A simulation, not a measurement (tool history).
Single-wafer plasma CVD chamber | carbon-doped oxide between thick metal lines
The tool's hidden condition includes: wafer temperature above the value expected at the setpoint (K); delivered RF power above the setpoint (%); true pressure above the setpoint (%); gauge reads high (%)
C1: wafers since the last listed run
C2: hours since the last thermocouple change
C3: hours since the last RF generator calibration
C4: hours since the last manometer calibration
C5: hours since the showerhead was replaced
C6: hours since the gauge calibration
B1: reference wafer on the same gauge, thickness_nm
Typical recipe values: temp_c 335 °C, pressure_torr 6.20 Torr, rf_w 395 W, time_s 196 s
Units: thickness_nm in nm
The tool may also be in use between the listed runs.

run 1 hour=0.0 | temp_c=335 pressure_torr=5.54 rf_w=445 time_s=196 | C1=0 C2=2278.9 C3=1216.6 C4=2038.8 C5=4953.8 C6=728.4 | B1=949.475 | thickness_nm=907.842
run 2 hour=25.8 | temp_c=335 pressure_torr=5.54 rf_w=445 time_s=196 | C1=192 C2=2304.7 C3=1242.4 C4=2064.6 C5=4979.6 C6=754.2 | B1=949.892 | thickness_nm=910.069
run 3 hour=53.8 | temp_c=335 pressure_torr=6.20 rf_w=395 time_s=196 | C1=209 C2=2332.7 C3=1270.4 C4=2092.6 C5=5007.6 C6=782.2 | B1=949.803 | thickness_nm=849.844
run 4 hour=80.5 | temp_c=335 pressure_torr=6.20 rf_w=395 time_s=196 | C1=199 C2=2359.4 C3=1297.1 C4=2119.3 C5=5034.3 C6=808.9 | B1=948.891 | thickness_nm=844.112
-- hour=113.0 thermocouple changed; heater temperature recalibrated
run 5 hour=113.5 | temp_c=335 pressure_torr=6.20 rf_w=395 time_s=196 | C1=186 C2=0.5 C3=1330.1 C4=2152.3 C5=5067.3 C6=841.9 | B1=950.295 | thickness_nm=839.100
run 6 hour=141.4 | temp_c=335 pressure_torr=6.20 rf_w=395 time_s=196 | C1=208 C2=28.4 C3=1358.0 C4=2180.2 C5=5095.2 C6=869.8 | B1=949.154 | thickness_nm=843.394
run 7 hour=161.6 | temp_c=335 pressure_torr=6.20 rf_w=395 time_s=196 | C1=150 C2=48.6 C3=1378.2 C4=2200.4 C5=5115.4 C6=890.0 | B1=950.485 | thickness_nm=841.255
run 8 hour=182.4 | temp_c=341 pressure_torr=6.20 rf_w=395 time_s=196 | C1=155 C2=69.4 C3=1399.0 C4=2221.2 C5=5136.2 C6=910.8 | B1=950.060 | thickness_nm=827.541
-- hour=243.3 showerhead replaced
run 9 hour=248.2 | temp_c=324 pressure_torr=6.20 rf_w=395 time_s=196 | C1=431 C2=135.2 C3=1464.8 C4=2287.0 C5=4.9 C6=976.6 | B1=951.341 | thickness_nm=868.644
-- hour=271.4 RF generator calibrated
run 10 hour=280.4 | temp_c=335 pressure_torr=6.64 rf_w=450 time_s=196 | C1=180 C2=167.4 C3=9.0 C4=2319.2 C5=37.1 C6=1008.8 | B1=950.651 | thickness_nm=950.837
run 11 hour=299.5 | temp_c=335 pressure_torr=6.20 rf_w=395 time_s=196 | C1=142 C2=186.5 C3=28.1 C4=2338.3 C5=56.2 C6=1027.9 | B1=951.557 | thickness_nm=862.452
run 12 hour=353.7 | temp_c=335 pressure_torr=6.20 rf_w=395 time_s=196 | C1=404 C2=240.7 C3=82.3 C4=2392.5 C5=110.4 C6=1082.1 | B1=949.687 | thickness_nm=856.688
run 13 hour=368.9 | temp_c=344 pressure_torr=6.20 rf_w=395 time_s=196 | C1=113 C2=255.9 C3=97.5 C4=2407.7 C5=125.6 C6=1097.3 | B1=951.131 | thickness_nm=841.748
-- hour=409.0 capacitance manometer re-zeroed and calibrated
run 14 hour=409.5 | temp_c=346 pressure_torr=6.20 rf_w=350 time_s=196 | C1=243 C2=296.5 C3=138.1 C4=0.5 C5=166.2 C6=1137.9 | B1=948.717 | thickness_nm=762.322
run 15 hour=427.4 | temp_c=335 pressure_torr=7.07 rf_w=395 time_s=196 | C1=133 C2=314.4 C3=156.0 C4=18.4 C5=184.1 C6=1155.8 | B1=948.261 | thickness_nm=867.965
run 16 hour=452.1 | temp_c=335 pressure_torr=6.20 rf_w=395 time_s=215 | C1=184 C2=339.1 C3=180.7 C4=43.1 C5=208.8 C6=1180.5 | B1=949.462 | thickness_nm=943.324
run 17 hour=484.8 | temp_c=335 pressure_torr=5.54 rf_w=395 time_s=214 | C1=244 C2=371.8 C3=213.4 C4=75.8 C5=241.5 C6=1213.2 | B1=950.440 | thickness_nm=927.590
run 18 hour=517.4 | temp_c=335 pressure_torr=6.20 rf_w=395 time_s=196 | C1=243 C2=404.4 C3=246.0 C4=108.4 C5=274.1 C6=1245.8 | B1=950.407 | thickness_nm=861.495
run 19 hour=534.1 | temp_c=335 pressure_torr=7.22 rf_w=395 time_s=196 | C1=124 C2=421.1 C3=262.7 C4=125.1 C5=290.8 C6=1262.5 | B1=949.070 | thickness_nm=873.274
run 20 hour=549.2 | temp_c=322 pressure_torr=6.20 rf_w=395 time_s=196 | C1=112 C2=436.2 C3=277.8 C4=140.2 C5=305.9 C6=1277.6 | B1=950.309 | thickness_nm=905.707
run 21 hour=580.9 | temp_c=335 pressure_torr=6.20 rf_w=395 time_s=196 | C1=236 C2=467.9 C3=309.5 C4=171.9 C5=337.6 C6=1309.3 | B1=948.969 | thickness_nm=867.036
-- hour=586.0 gauge calibrated
run 22 hour=615.9 | temp_c=344 pressure_torr=6.20 rf_w=395 time_s=211 | C1=261 C2=502.9 C3=344.5 C4=206.9 C5=372.6 C6=29.9 | B1=949.748 | thickness_nm=905.402
run 23 hour=649.7 | temp_c=335 pressure_torr=6.20 rf_w=395 time_s=222 | C1=252 C2=536.7 C3=378.3 C4=240.7 C5=406.4 C6=63.7 | B1=951.058 | thickness_nm=975.362
run 24 hour=679.3 | temp_c=346 pressure_torr=6.20 rf_w=395 time_s=196 | C1=221 C2=566.3 C3=407.9 C4=270.3 C5=436.0 C6=93.3 | B1=949.270 | thickness_nm=828.648
run 25 hour=752.1 | temp_c=335 pressure_torr=6.20 rf_w=320 time_s=196 | C1=543 C2=639.1 C3=480.7 C4=343.1 C5=508.8 C6=166.1 | B1=949.357 | thickness_nm=738.917
run 26 hour=780.7 | temp_c=335 pressure_torr=6.20 rf_w=395 time_s=196 | C1=213 C2=667.7 C3=509.3 C4=371.7 C5=537.4 C6=194.7 | B1=951.177 | thickness_nm=864.684
run 27 hour=803.0 | temp_c=335 pressure_torr=6.20 rf_w=395 time_s=196 | C1=166 C2=690.0 C3=531.6 C4=394.0 C5=559.7 C6=217.0 | B1=948.501 | thickness_nm=863.129
run 28 hour=821.9 | temp_c=345 pressure_torr=4.83 rf_w=395 time_s=196 | C1=141 C2=708.9 C3=550.5 C4=412.9 C5=578.6 C6=235.9 | B1=950.948 | thickness_nm=796.714

Below are 4 alternative next runs, each starting from the tool's condition after run 28. Predict each:
run A hour=822.4 | temp_c=335 pressure_torr=6.60 rf_w=395 time_s=196 | C1=3 C2=709.4 C3=551.0 C4=413.4 C5=579.1 C6=236.4 | B1=? | thickness_nm=?
run B hour=822.4 | temp_c=324 pressure_torr=7.48 rf_w=435 time_s=221 | C1=3 C2=709.4 C3=551.0 C4=413.4 C5=579.1 C6=236.4 | B1=? | thickness_nm=?
run C hour=822.4 | temp_c=344 pressure_torr=7.21 rf_w=395 time_s=196 | C1=3 C2=709.4 C3=551.0 C4=413.4 C5=579.1 C6=236.4 | B1=? | thickness_nm=?
run D hour=822.4 | temp_c=343 pressure_torr=5.15 rf_w=450 time_s=174 | C1=3 C2=709.4 C3=551.0 C4=413.4 C5=579.1 C6=236.4 | B1=? | thickness_nm=?

run=A B1=949.767 thickness_nm=866.732
run=B B1=949.767 thickness_nm=1094.172
run=C B1=949.767 thickness_nm=851.372
run=D B1=949.767 thickness_nm=794.158
What these runs would have given with no unlogged condition in the tool:
run=A thickness_nm=872.707
run=B thickness_nm=1101.715
run=C thickness_nm=857.241
run=D thickness_nm=799.633
